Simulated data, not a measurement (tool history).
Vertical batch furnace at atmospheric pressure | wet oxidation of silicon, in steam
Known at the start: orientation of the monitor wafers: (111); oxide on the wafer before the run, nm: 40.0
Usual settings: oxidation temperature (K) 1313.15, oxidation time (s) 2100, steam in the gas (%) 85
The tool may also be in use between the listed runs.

run,hour,oxidation temperature (K),oxidation time (s),steam in the gas (%),"read-back reference wafer on the same gauge, thickness",oxide thickness on the monitor wafer (Å)
1,0,1313.15,2100,85,461.81,4027.6
2,26.7,1313.15,2100,85,462.14,4045.7
3,82.9,1313.15,2100,85,461.96,4020.4
4,109.4,1320.15,2100,85,461.91,4149
5,135.7,1320.15,2100,85,462.28,4146.9
6,165.7,1320.15,2100,85,462.12,4158.3
# hour 181.6: gauge calibrated
7,197.6,1303.15,2100,85,462.01,3836
8,213.9,1313.15,2100,85,462.12,4016.4
9,227.6,1320.15,2100,85,461.92,4140.9
# hour 294.5: thermocouples replaced and temperature profile calibrated
10,324.9,1313.15,2100,85,462.22,4004.5
# hour 367.4: steam generator serviced
11,367.9,1313.15,2100,77,461.87,3946.9

Run 12 comes next. What will it give?
12,386.3,1323.15,2370,74,?,?

{"run 12": {"read-back reference wafer on the same gauge, thickness": 461.82, "oxide thickness on the monitor wafer (Å)": 4324.7}}
Without the tool's hidden state the same run would have given oxide thickness on the monitor wafer (Å) 4363.9.
